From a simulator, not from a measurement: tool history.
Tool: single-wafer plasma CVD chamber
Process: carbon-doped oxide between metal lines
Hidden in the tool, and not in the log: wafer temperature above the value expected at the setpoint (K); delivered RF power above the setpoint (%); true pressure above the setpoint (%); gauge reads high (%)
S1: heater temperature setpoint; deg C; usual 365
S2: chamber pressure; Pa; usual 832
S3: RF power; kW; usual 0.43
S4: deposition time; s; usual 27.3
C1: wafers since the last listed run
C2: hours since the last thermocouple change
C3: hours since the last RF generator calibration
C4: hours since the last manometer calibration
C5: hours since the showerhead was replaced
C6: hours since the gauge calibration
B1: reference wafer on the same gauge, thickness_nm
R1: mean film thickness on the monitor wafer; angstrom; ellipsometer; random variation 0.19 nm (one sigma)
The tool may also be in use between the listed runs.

run,hour,S1,S2,S3,S4,C1,C2,C3,C4,C5,C6,B1,R1
1,0,365,832,0.475,27.3,0,1336.8,1803.2,355.3,4502.6,491.8,113.988,1276.42
2,24.8,365,832,0.475,27.3,860,1361.6,1828,380.1,4527.4,516.6,114.03,1274.33
3,83.8,365,923,0.43,27.3,2048,1420.6,1887,439.1,4586.4,575.6,114.017,1191.43
4,138.2,365,923,0.43,27.3,1888,1475,1941.4,493.5,4640.8,630,114.045,1191.26
5,195.9,372,832,0.43,27.3,2003,1532.7,1999.1,551.2,4698.5,687.7,114.016,1162.19
6,228.2,372,832,0.43,27.3,1121,1565,2031.4,583.5,4730.8,720,113.919,1160.74
7,276.2,372,832,0.43,27.3,1666,1613,2079.4,631.5,4778.8,768,113.952,1163.69
8,320.7,365,832,0.43,27.3,1544,1657.5,2123.9,676,4823.3,812.5,113.955,1179.35
9,385.6,365,832,0.43,27.3,2253,1722.4,2188.8,740.9,4888.2,877.4,114.017,1178.92
10,438.4,365,832,0.43,27.3,1832,1775.2,2241.6,793.7,4941,930.2,113.966,1180.92
# hour 455.8: RF generator calibrated
11,495.7,365,832,0.43,27.3,1711,1832.5,39.9,851,4998.3,987.5,114.054,1228.58
12,551.3,365,832,0.43,27.3,1930,1888.1,95.5,906.6,5053.9,1043.1,114.009,1226.1
13,597.6,365,832,0.43,27.3,1607,1934.4,141.8,952.9,5100.2,1089.4,113.952,1224.49
14,634.8,365,832,0.43,27.3,1291,1971.6,179,990.1,5137.4,1126.6,114.009,1224.01
15,661.9,365,832,0.475,27.3,940,1998.7,206.1,1017.2,5164.5,1153.7,114.009,1316.49
16,688.3,365,1003,0.455,27.3,916,2025.1,232.5,1043.6,5190.9,1180.1,114.084,1298.13
# hour 737.2: showerhead replaced
# hour 741.6: gauge calibrated
17,755.4,355,832,0.43,28.9,2051,2092.2,299.6,1110.7,18.2,13.8,114.054,1320.16
18,788,358,832,0.35,27.3,1131,2124.8,332.2,1143.3,50.8,46.4,114.027,1048.78
19,818.6,365,977,0.43,27.3,1062,2155.4,362.8,1173.9,81.4,77,114.017,1229.69
# hour 897.2: capacitance manometer re-zeroed and calibrated
# hour 944: thermocouple changed; heater temperature recalibrated
20,949.6,377,1011,0.405,31.3,3992,5.6,493.8,52.4,212.4,208,113.989,1295.78
21,1002.7,373,832,0.43,27.3,1843,58.7,546.9,105.5,265.5,261.1,113.963,1175.47
22,1069.7,365,832,0.39,27.3,2325,125.7,613.9,172.5,332.5,328.1,113.979,1103.56
23,1096,369,832,0.43,27.3,913,152,640.2,198.8,358.8,354.4,113.989,1182.16
24,1150.1,379,832,0.485,27.3,1878,206.1,694.3,252.9,412.9,408.5,114.008,1266.16
25,1214.4,365,993,0.515,27.3,2232,270.4,758.6,317.2,477.2,472.8,114.038,1375.69
26,1242,365,832,0.43,27.3,958,298,786.2,344.8,504.8,500.4,113.964,1189.86
27,1291.5,365,721,0.355,30.3,1718,347.5,835.7,394.3,554.3,549.9,114.008,1107.03
28,1322,365,832,0.43,27.3,1058,378,866.2,424.8,584.8,580.4,113.989,1189.2
29,1359,379,889,0.505,22.3,1284,415,903.2,461.8,621.8,617.4,113.971,1071.56

Hidden state or all else? Some run-to-run changes of R1, split into what the settings, what came in and random variation would give without the hidden state, and what is left for the hidden state (with any gauge scatter that isn't in both results):
Run 10 -> 11: RF generator calibrated. R1 +47.66 angstrom: hidden state +47.1, all else +0.56.
Run 17 -> 18: S1 355 -> 358, S3 0.43 -> 0.35, S4 28.9 -> 27.3. R1 -271.38 angstrom: hidden state -1.42, all else -269.96.
Run 19 -> 20: S1 365 -> 377, S2 977 -> 1011, S3 0.43 -> 0.405, S4 27.3 -> 31.3, capacitance manometer re-zeroed and calibrated, thermocouple changed; heater temperature recalibrated. R1 +66.09 angstrom: hidden state -22.35, all else +88.44.
Run 25 -> 26: S2 993 -> 832, S3 0.515 -> 0.43. R1 -185.83 angstrom: hidden state -0.83, all else -185.
